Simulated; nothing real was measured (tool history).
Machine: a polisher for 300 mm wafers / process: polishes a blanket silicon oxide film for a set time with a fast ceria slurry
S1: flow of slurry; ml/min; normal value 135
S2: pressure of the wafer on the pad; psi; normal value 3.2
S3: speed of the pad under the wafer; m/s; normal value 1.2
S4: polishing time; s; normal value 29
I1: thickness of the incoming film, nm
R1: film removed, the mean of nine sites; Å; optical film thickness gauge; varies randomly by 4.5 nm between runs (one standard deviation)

run,hour,S1,S2,S3,S4,I1,R1
1,0,135,3.2,1.2,29,1765.3,5146
# hour 2.3: slurry nozzle cleaned
2,53.2,135,3.2,1.2,29,1776.1,5434
3,148.7,135,3.2,1.2,29,1802.2,5349
# hour 237: worn pad replaced by a new one
4,237.5,135,3.2,1.2,23,1772.7,4266
5,297.1,135,3.2,1.2,23,1785.1,4117
# hour 324.6: slurry nozzle cleaned
6,382.2,135,3.2,1.2,23,1780.8,4277
7,476,135,3.2,1.2,29,1788.9,5413
8,567.3,135,3.2,1.2,29,1771.1,5359
# hour 574.7: worn pad replaced by a new one
9,653.9,135,3.2,1.2,29,1797.5,5110
# hour 714.4: slurry nozzle cleaned
10,743.8,135,3.2,1.2,29,1782.8,5531
11,806.4,135,3.2,1.2,29,1787.6,5526
12,851,150,4.2,1.2,21,1749.1,5278
# hour 896.6: worn pad replaced by a new one
# hour 929.1: head pressure recalibrated
13,947,135,3.2,1.58,29,1781.4,6626
14,1002.6,135,3.2,1.2,29,1791.1,5301
# hour 1034.1: slurry nozzle cleaned
15,1066.4,160,2.3,1.2,38,1754.9,5409
16,1160.4,175,3.2,1.2,34,1795.1,6713
# hour 1173.1: worn pad replaced by a new one
17,1243.5,135,3.2,1.08,38,1787.1,6398
18,1298.3,135,3.2,1.2,29,1762,5238
19,1353.9,170,3.2,1.2,22,1767.8,4222
# hour 1357: slurry nozzle cleaned
20,1389.9,160,3.2,1.02,32,1754.8,5586
# hour 1432.3: worn pad replaced by a new one
21,1440.1,115,2.8,1.2,23,1793.8,3694
22,1501.6,135,3.2,1.08,19,1743.9,3233

Alternative continuations, all from the tool just after run 22; predict every row:
A,1502,135,3.2,1.2,29,1782.8,?
B,1502,115,4.1,1.2,34,1782.8,?
C,1502,135,3.2,0.78,22,1782.8,?

run,R1
A,5326
B,7673
C,2925
Stripped of hidden state, with their random variation kept, the same runs would have yielded:
run,R1
A,5477
B,7930
C,3008
